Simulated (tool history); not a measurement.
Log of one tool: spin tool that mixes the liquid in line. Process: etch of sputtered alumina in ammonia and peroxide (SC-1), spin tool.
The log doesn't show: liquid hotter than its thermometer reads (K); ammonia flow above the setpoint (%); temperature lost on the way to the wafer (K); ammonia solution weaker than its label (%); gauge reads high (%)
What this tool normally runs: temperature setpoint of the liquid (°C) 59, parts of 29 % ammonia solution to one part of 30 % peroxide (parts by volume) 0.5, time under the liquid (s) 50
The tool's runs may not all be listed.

run	day	temperature setpoint of the liquid (°C)	parts of 29 % ammonia solution to one part of 30 % peroxide (parts by volume)	time under the liquid (s)	wafers since the last listed run	hours since the thermometer was replaced	hours since the ammonia flow meter was replaced	hours since the heated supply line was repaired	hours since the drum of ammonia solution was connected	hours since the gauge calibration	read-back film thickness of the sputtered alumina reference wafer, read on the same gauge (nm)	thickness taken off the sputtered alumina on a monitor wafer (nm)
1	0	59	0.5	50	0	192.3	1279.8	2158.8	161.1	1269.8	92.313	4.554
2	2.729	59	0.6	55	583	257.8	1345.3	2224.3	226.6	1335.3	92.671	5.174
3	4.196	59	0.6	55	313	293	1380.5	2259.5	261.8	1370.5	92.847	5.089
4	5.958	59	0.6	50	376	335.3	1422.8	2301.8	304.1	1412.8	93.075	4.696
5	8.321	59	0.6	40	505	392	1479.5	2358.5	360.8	1469.5	93.412	3.758
6	10.879	59	0.7	50	546	453.4	1540.9	2419.9	422.2	1530.9	93.727	4.72
7	12.108	59	0.4	50	262	482.9	1570.4	2449.4	451.7	1560.4	93.91	4.57
# day 14.288: ammonia flow meter replaced
8	14.525	51	0.45	60	507	540.9	5.7	2507.4	509.7	1618.4	94.281	3.624
9	16.871	66	0.7	50	501	597.2	62	2563.7	566	1674.7	94.657	6.801
10	18.1	59	0.5	50	262	626.7	91.5	2593.2	595.5	1704.2	94.846	4.702
11	19.229	66	0.7	40	241	653.8	118.6	2620.3	622.6	1731.3	95.042	5.501
12	21.429	64	0.5	70	470	706.6	171.4	2673.1	675.4	1784.1	95.391	8.535
# day 23.283: heated supply line repaired
13	24.279	59	0.5	30	600	775	239.8	23.9	743.8	1852.5	95.928	2.849
14	27.138	59	0.5	25	611	843.6	308.4	92.5	812.4	1921.1	96.39	2.373
15	29.558	66	0.25	65	517	901.7	366.5	150.6	870.5	1979.2	96.886	8.277
16	30.575	52.5	0.5	60	217	926.1	390.9	175	894.9	2003.6	97.036	4.044
17	32.896	59	0.5	50	496	981.8	446.6	230.7	950.6	2059.3	97.465	4.821
# day 33.425: gauge calibrated
18	35.771	59	0.5	50	614	1050.8	515.6	299.7	1019.6	56.3	90.774	4.464

Expected results for the next run?
19	38.054	51.5	0.5	50	488	1105.6	570.4	354.5	1074.4	111.1	?	?

{"run 19": {"read-back film thickness of the sputtered alumina reference wafer, read on the same gauge (nm)": 90.775, "thickness taken off the sputtered alumina on a monitor wafer (nm)": 2.986}}
With the hidden condition absent and the run-to-run variation left alone, this run would have shown thickness taken off the sputtered alumina on a monitor wafer (nm) 2.96.
